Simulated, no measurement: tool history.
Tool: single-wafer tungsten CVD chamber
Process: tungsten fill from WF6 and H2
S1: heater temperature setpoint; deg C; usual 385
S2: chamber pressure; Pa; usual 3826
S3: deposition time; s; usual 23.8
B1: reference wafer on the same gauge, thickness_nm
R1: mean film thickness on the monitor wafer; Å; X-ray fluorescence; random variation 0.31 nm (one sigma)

run 1 hour=0.0 | S1=385 S2=3826 S3=23.8 | B1=53.465 | R1=632.76
run 2 hour=22.5 | S1=385 S2=4533 S3=23.8 | B1=53.365 | R1=709.86
run 3 hour=42.7 | S1=385 S2=4533 S3=23.8 | B1=53.476 | R1=699.73
run 4 hour=69.5 | S1=385 S2=4533 S3=23.8 | B1=53.389 | R1=705.49
run 5 hour=96.5 | S1=385 S2=3826 S3=23.8 | B1=53.399 | R1=638.30
-- hour=106.3 gauge calibrated
run 6 hour=116.6 | S1=385 S2=3826 S3=23.8 | B1=53.347 | R1=643.26
run 7 hour=132.4 | S1=385 S2=3826 S3=23.8 | B1=53.389 | R1=636.94
run 8 hour=153.2 | S1=385 S2=3826 S3=22.5 | B1=53.439 | R1=605.36
run 9 hour=167.9 | S1=385 S2=3826 S3=22.5 | B1=53.399 | R1=608.05
run 10 hour=193.1 | S1=385 S2=3826 S3=22.5 | B1=53.346 | R1=604.98
run 11 hour=219.4 | S1=377 S2=3826 S3=21.3 | B1=53.357 | R1=502.51
run 12 hour=254.3 | S1=377 S2=3826 S3=21.3 | B1=53.396 | R1=500.47
run 13 hour=281.4 | S1=385 S2=3626 S3=23.8 | B1=53.489 | R1=623.93
run 14 hour=299.0 | S1=385 S2=3826 S3=23.8 | B1=53.455 | R1=641.09
run 15 hour=326.1 | S1=392 S2=2906 S3=22.4 | B1=53.415 | R1=579.76
run 16 hour=341.3 | S1=395 S2=3826 S3=23.8 | B1=53.375 | R1=756.35
-- hour=373.6 capacitance manometer re-zeroed and calibrated
run 17 hour=374.7 | S1=385 S2=3826 S3=28.2 | B1=53.475 | R1=762.65
run 18 hour=397.7 | S1=385 S2=3466 S3=21.2 | B1=53.373 | R1=542.85
-- hour=420.4 thermocouple changed; heater temperature recalibrated
run 19 hour=420.9 | S1=396 S2=3826 S3=19.5 | B1=53.384 | R1=595.45
run 20 hour=443.2 | S1=385 S2=3826 S3=23.8 | B1=53.340 | R1=607.19
run 21 hour=467.8 | S1=390 S2=3053 S3=28.3 | B1=53.383 | R1=688.28
run 22 hour=483.5 | S1=385 S2=3826 S3=27.5 | B1=53.328 | R1=701.65
-- hour=491.6 showerhead replaced
run 23 hour=502.3 | S1=385 S2=3333 S3=23.8 | B1=53.319 | R1=564.55
-- hour=531.8 gauge calibrated
run 24 hour=535.2 | S1=390 S2=3093 S3=25.4 | B1=53.353 | R1=630.64
run 25 hour=568.4 | S1=396 S2=3186 S3=23.8 | B1=53.500 | R1=664.80
run 26 hour=658.7 | S1=385 S2=3826 S3=23.8 | B1=53.410 | R1=618.31
run 27 hour=683.2 | S1=376 S2=3826 S3=23.8 | B1=53.398 | R1=534.36
run 28 hour=697.0 | S1=399 S2=2866 S3=22.1 | B1=53.299 | R1=616.15

Forecast each of these 4 alternatives for the next run:
run A hour=697.4 | S1=385 S2=3826 S3=23.8 | B1=? | R1=?
run B hour=697.4 | S1=385 S2=4293 S3=26.5 | B1=? | R1=?
run C hour=697.4 | S1=374 S2=3826 S3=25.6 | B1=? | R1=?
run D hour=697.4 | S1=399 S2=4173 S3=26.4 | B1=? | R1=?

run=A B1=53.452 R1=622.17
run=B B1=53.452 R1=739.81
run=C B1=53.452 R1=550.88
run=D B1=53.452 R1=917.63
Without the tool's hidden state the same runs would have given:
run=A R1=604.87
run=B R1=719.24
run=C R1=534.91
run=D R1=893.59
